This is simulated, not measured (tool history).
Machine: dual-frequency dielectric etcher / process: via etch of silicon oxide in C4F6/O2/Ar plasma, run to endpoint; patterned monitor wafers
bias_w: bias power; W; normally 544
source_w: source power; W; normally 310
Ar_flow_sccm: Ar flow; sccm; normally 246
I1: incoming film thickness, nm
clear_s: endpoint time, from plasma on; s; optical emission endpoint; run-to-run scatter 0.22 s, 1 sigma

Run 1, hour 0: usual settings; I1 189.8. Result: clear_s 42.6 s.
Run 2, hour 43.4: usual settings; I1 192.4. Result: clear_s 43 s.
Run 3, hour 89.8: usual settings; I1 195.3. Result: clear_s 41.4 s.
Run 4, hour 150.3: usual settings; I1 192.3. Result: clear_s 41.4 s.
Run 5, hour 219.7: usual settings but bias_w 630 W; I1 192.4. Result: clear_s 38.3 s.
Run 6, hour 256.5: usual settings but bias_w 630 W; I1 191.2. Result: clear_s 38.4 s.
Run 7, hour 324.1: usual settings but bias_w 630 W; I1 192.7. Result: clear_s 38.9 s.
Run 8, hour 372.4: usual settings; I1 194.2. Result: clear_s 42 s.
Run 9, hour 437.8: usual settings; I1 192.1. Result: clear_s 42.1 s.
Run 10, hour 501.2: usual settings; I1 192.2. Result: clear_s 40.5 s.
Run 11, hour 565.8: usual settings but bias_w 589 W; I1 194.3. Result: clear_s 39.9 s.
Run 12, hour 590.4: usual settings; I1 193.3. Result: clear_s 41.5 s.
Run 13, hour 657.6: usual settings but Ar_flow_sccm 195 sccm; I1 191.4. Result: clear_s 39.8 s.
Run 14, hour 721.8: usual settings but bias_w 510 W, source_w 280 W, Ar_flow_sccm 224 sccm; I1 194.6. Result: clear_s 44.1 s.
Run 15, hour 764: usual settings but Ar_flow_sccm 296 sccm; I1 192.6. Result: clear_s 43 s.
Run 16, hour 806.2: usual settings but Ar_flow_sccm 214 sccm; I1 192.5. Result: clear_s 41.8 s.
Run 17, hour 849.7: usual settings but bias_w 659 W, source_w 350 W, Ar_flow_sccm 205 sccm; I1 193.1. Result: clear_s 36.4 s.
Run 18, hour 896.6: usual settings but bias_w 509 W, Ar_flow_sccm 223 sccm; I1 193.3. Result: clear_s 44.1 s.
Run 19, hour 947.9: usual settings; I1 194.2. Result: clear_s 43.3 s.
Run 20, hour 1009.9: usual settings but bias_w 465 W, source_w 390 W, Ar_flow_sccm 195 sccm; I1 191.6. Result: clear_s 40.2 s.
Run 21, hour 1088.4: usual settings but source_w 250 W; I1 193.6. Result: clear_s 44.2 s.
Run 22, hour 1201.3: usual settings; I1 193.8. Result: clear_s 42.2 s.
Run 23, hour 1245.7: usual settings but Ar_flow_sccm 276 sccm; I1 191.7. Result: clear_s 42.6 s.
Run 24, hour 1310: usual settings but bias_w 478 W, source_w 360 W, Ar_flow_sccm 288 sccm; I1 191.8. Result: clear_s 44.7 s.
Run 25, hour 1357.3: usual settings but source_w 290 W; I1 194.3. Result: clear_s 43.7 s.
Run 26, hour 1387.4: usual settings; I1 192.1. Result: clear_s 43 s.
Run 27, hour 1436.5: usual settings but source_w 280 W, Ar_flow_sccm 287 sccm; I1 191.5. Result: clear_s 45 s.
Run 28, hour 1469: usual settings but bias_w 675 W, source_w 350 W, Ar_flow_sccm 219 sccm; I1 193.4. Result: clear_s 37.2 s.
Run 29, hour 1505: usual settings but bias_w 472 W, Ar_flow_sccm 297 sccm; I1 190. Result: clear_s 44.8 s.
Run 30, hour 1563.5: usual settings but source_w 350 W, Ar_flow_sccm 305 sccm; I1 191.7. Result: clear_s 40.9 s.

Not shown: 8 entries that the log had between the listed runs. Between which runs, and how does the tool's hidden state differ before and after?
In the gap between runs 2 and 3: wet clean of the chamber (hour 67.7)
  etch rate over this chamber's usual, %: -5.06 -> 0.342
  difference, measured minus the result without the unlogged condition, clear_s: +2.2 -> -0.1 s
In the gap between runs 3 and 4: Ar flow controller replaced (hour 107.2)
  etch rate over this chamber's usual, %: 0.342 -> -0.302
  difference, measured minus the result without the unlogged condition, clear_s: -0.1 -> +0.1 s
In the gap between runs 9 and 10: wet clean of the chamber (hour 500.7)
  etch rate over this chamber's usual, %: -3.36 -> 0.41
  difference, measured minus the result without the unlogged condition, clear_s: +1.5 -> -0.1 s
In the gap between runs 11 and 12: source power generator calibrated (hour 584.6)
  etch rate over this chamber's usual, %: -0.278 -> -0.539
  difference, measured minus the result without the unlogged condition, clear_s: +0.1 -> +0.2 s
In the gap between runs 12 and 13: upper electrode replaced (hour 637.1)
  etch rate over this chamber's usual, %: -0.539 -> -1.25
  difference, measured minus the result without the unlogged condition, clear_s: +0.2 -> +0.5 s
In the gap between runs 19 and 20: wet clean of the chamber (hour 1007.1); bias power generator calibrated (hour 1009.4)
  etch rate over this chamber's usual, %: -4.34 -> -0.191
  difference, measured minus the result without the unlogged condition, clear_s: +1.9 -> +0.1 s
In the gap between runs 28 and 29: wet clean of the chamber (hour 1504.5)
  etch rate over this chamber's usual, %: -5.08 -> 0.102
  difference, measured minus the result without the unlogged condition, clear_s: +1.9 -> -0.1 s

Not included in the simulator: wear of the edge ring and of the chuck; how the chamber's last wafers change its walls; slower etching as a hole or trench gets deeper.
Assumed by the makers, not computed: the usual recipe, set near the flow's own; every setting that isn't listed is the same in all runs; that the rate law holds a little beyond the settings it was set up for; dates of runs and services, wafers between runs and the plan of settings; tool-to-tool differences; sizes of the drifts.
